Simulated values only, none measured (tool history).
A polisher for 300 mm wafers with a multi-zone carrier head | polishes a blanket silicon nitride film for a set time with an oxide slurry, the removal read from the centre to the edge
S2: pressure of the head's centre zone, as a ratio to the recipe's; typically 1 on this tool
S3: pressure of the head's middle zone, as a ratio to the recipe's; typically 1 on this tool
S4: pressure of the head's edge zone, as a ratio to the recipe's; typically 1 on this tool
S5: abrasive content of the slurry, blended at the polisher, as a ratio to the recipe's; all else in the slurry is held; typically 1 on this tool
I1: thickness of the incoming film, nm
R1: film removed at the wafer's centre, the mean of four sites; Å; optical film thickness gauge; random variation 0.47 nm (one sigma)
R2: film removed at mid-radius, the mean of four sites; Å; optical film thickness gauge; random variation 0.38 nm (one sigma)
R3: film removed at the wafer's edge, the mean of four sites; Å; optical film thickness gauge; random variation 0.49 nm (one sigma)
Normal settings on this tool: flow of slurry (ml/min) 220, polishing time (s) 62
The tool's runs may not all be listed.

Run 1, hour 0: usual settings but S2 0.95; I1 359.5. Result: R1 305 Å, R2 320 Å, R3 318 Å.
Run 2, hour 26.6: usual settings but S2 0.95; I1 355.9. Result: R1 303 Å, R2 314 Å, R3 312 Å.
Run 3, hour 49.9: usual settings but S4 1.06; I1 361.2. Result: R1 316 Å, R2 310 Å, R3 321 Å.
Run 4, hour 156.3: usual settings; I1 354.4. Result: R1 321 Å, R2 320 Å, R3 314 Å.
Run 5, hour 177.7: usual settings; I1 357.3. Result: R1 322 Å, R2 319 Å, R3 312 Å.
Run 6, hour 210.9: usual settings; I1 360.9. Result: R1 320 Å, R2 310 Å, R3 306 Å.
Run 7, hour 232.5: usual settings but S5 0.75, polishing time (s) 72; I1 365.6. Result: R1 312 Å, R2 311 Å, R3 320 Å.
Run 8, hour 254.4: usual settings but flow of slurry (ml/min) 250, S2 0.96, polishing time (s) 80; I1 353.4. Result: R1 375 Å, R2 391 Å, R3 389 Å.
Run 9, hour 267.3: usual settings but flow of slurry (ml/min) 285, S3 0.93, S5 1.1, polishing time (s) 83; I1 353.2. Result: R1 425 Å, R2 403 Å, R3 412 Å.
Run 10, hour 297.4: usual settings; I1 364.3. Result: R1 284 Å, R2 284 Å, R3 283 Å.
Run 11, hour 312.7: usual settings but S2 0.97, S4 0.92, S5 1.1, polishing time (s) 51; I1 364.5. Result: R1 226 Å, R2 234 Å, R3 221 Å.
Run 12, hour 325: usual settings; I1 363.5. Result: R1 268 Å, R2 265 Å, R3 260 Å.
Run 13, hour 341.2: usual settings but S3 1.07, S4 1.06, S5 0.7, polishing time (s) 53; I1 357.5. Result: R1 242 Å, R2 253 Å, R3 245 Å.
Run 14, hour 358.2: usual settings but flow of slurry (ml/min) 155, S2 1.07; I1 362.3. Result: R1 330 Å, R2 299 Å, R3 311 Å.
Run 15, hour 389.1: usual settings but S3 0.93, S4 0.9; I1 358.5. Result: R1 319 Å, R2 310 Å, R3 301 Å.
Run 16, hour 424.2: usual settings but S2 0.94; I1 353.7. Result: R1 296 Å, R2 315 Å, R3 312 Å.
Run 17, hour 449.2: usual settings but flow of slurry (ml/min) 250; I1 364.9. Result: R1 309 Å, R2 309 Å, R3 307 Å.
Run 18, hour 463.3: usual settings; I1 362.9. Result: R1 305 Å, R2 300 Å, R3 311 Å.
Run 19, hour 479.4: usual settings but S2 0.89; I1 354.2. Result: R1 262 Å, R2 294 Å, R3 297 Å.
Run 20, hour 511.4: usual settings but S4 0.9, S5 0.9, polishing time (s) 42; I1 356.8. Result: R1 181 Å, R2 183 Å, R3 173 Å.
Run 21, hour 538.9: usual settings but S3 0.89; I1 367.9. Result: R1 328 Å, R2 300 Å, R3 327 Å.

Removed from this log: 8 entries logged between the listed runs. Between which two listed runs does each belong, and how does the tool's hidden state at the listed run before it compare with that at the listed run after it?
After run 2, before run 3: carrier head's membrane replaced by a new one (hour 34)
  removal rate lost through wear of the pad, %: 3.16 -> 4.68
  difference, measured minus the result without the unlogged condition, R1: -10 -> -15 Å; R2: -10 -> -15 Å; R3: -10 -> -16 Å
After run 3, before run 4: edge zone pressure recalibrated (hour 79.8); worn pad replaced by a new one (hour 140.1); slurry nozzle cleaned (hour 143.4)
  removal rate lost through wear of the pad, %: 4.68 -> 2.7
  difference, measured minus the result without the unlogged condition, R1: -15 -> -9 Å; R2: -15 -> -9 Å; R3: -16 -> -9 Å
After run 4, before run 5: centre zone pressure recalibrated (hour 169.6)
  removal rate lost through wear of the pad, %: 2.7 -> 3.24
  difference, measured minus the result without the unlogged condition, R1: -9 -> -10 Å; R2: -9 -> -11 Å; R3: -9 -> -10 Å
After run 12, before run 13: worn pad replaced by a new one (hour 337.6)
  removal rate lost through wear of the pad, %: 18.5 -> 0.455
  difference, measured minus the result without the unlogged condition, R1: -61 -> -1 Å; R2: -60 -> -1 Å; R3: -60 -> -1 Å
After run 18, before run 19: slurry nozzle cleaned (hour 467.5)
  removal rate lost through wear of the pad, %: 7.81 -> 9.82
  difference, measured minus the result without the unlogged condition, R1: -26 -> -28 Å; R2: -25 -> -31 Å; R3: -27 -> -32 Å
After run 20, before run 21: worn pad replaced by a new one (hour 525.6)
  removal rate lost through wear of the pad, %: 14.5 -> 0.174
  difference, measured minus the result without the unlogged condition, R1: -31 -> +0 Å; R2: -32 -> +0 Å; R3: -30 -> -1 Å

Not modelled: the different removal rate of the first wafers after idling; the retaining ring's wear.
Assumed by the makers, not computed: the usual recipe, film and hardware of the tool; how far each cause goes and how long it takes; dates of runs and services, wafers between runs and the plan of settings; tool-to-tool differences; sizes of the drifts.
